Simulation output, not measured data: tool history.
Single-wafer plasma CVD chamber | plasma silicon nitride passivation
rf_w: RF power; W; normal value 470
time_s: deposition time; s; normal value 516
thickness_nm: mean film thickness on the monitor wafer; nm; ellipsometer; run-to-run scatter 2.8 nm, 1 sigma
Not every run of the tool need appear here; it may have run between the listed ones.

run,hour,rf_w,time_s,"read-back reference wafer on the same gauge, thickness_nm",thickness_nm
1,0.0,530,489,795.197,688.677
2,34.7,530,489,794.636,691.437
3,67.6,410,487,794.468,622.699
4,94.7,470,440,794.897,589.172
5,121.4,470,440,795.134,588.598
6,135.9,470,440,794.187,590.883
7,168.1,470,516,794.822,693.848
8,236.3,470,516,795.151,690.428
9,270.5,470,516,795.041,692.140
10,288.3,540,516,794.798,724.198
11,306.7,540,516,794.968,726.015
# hour 324.0: showerhead replaced
12,361.8,470,516,794.457,689.706
# hour 387.9: RF generator calibrated
13,388.3,435,574,795.456,725.036
14,403.7,435,574,795.098,732.889
15,436.2,435,574,794.525,725.150
16,461.4,470,516,794.987,672.666
17,494.0,560,453,795.532,633.326
18,527.2,470,611,795.319,798.361
# hour 544.4: RF generator calibrated, repeated, since the last time left the tool worse
19,551.6,405,423,795.587,544.407
20,585.5,470,601,794.160,820.239
21,606.0,430,577,795.557,761.067
22,633.4,550,603,794.593,866.293
# hour 642.0: gauge calibrated
23,658.9,395,583,795.295,731.056
24,685.7,470,440,794.695,599.470
25,707.5,470,516,795.244,706.286
26,741.9,500,516,794.537,717.352
27,756.1,470,516,794.494,702.910
28,778.7,525,434,795.076,616.625
29,791.6,420,460,794.710,595.406
30,809.0,525,441,795.003,624.877
31,830.2,470,516,795.228,701.878
32,860.3,545,437,795.334,629.909

Below, some changes in thickness_nm between adjacent runs. For each, the amount present without the hidden state too (settings, incoming material, random variation) and the amount remaining for the hidden state with gauge scatter not shared by both compared results:
What the log doesn't record here: delivered RF power above the setpoint (%); gauge reads high (%).
Run 12 -> 13: rf_w 470 -> 435, time_s 516 -> 574, RF generator calibrated. thickness_nm +35.330 nm: hidden state -15.603, all else +50.933.
Run 17 -> 18: rf_w 560 -> 470, time_s 453 -> 611. thickness_nm +165.035 nm: hidden state -7.993, all else +173.028.
Run 18 -> 19: rf_w 470 -> 405, time_s 611 -> 423, RF generator calibrated, repeated, since the last time left the tool worse. thickness_nm -253.954 nm: hidden state +36.349, all else -290.303.
Run 19 -> 20: rf_w 405 -> 470, time_s 423 -> 601. thickness_nm +275.832 nm: hidden state -0.704, all else +276.536.
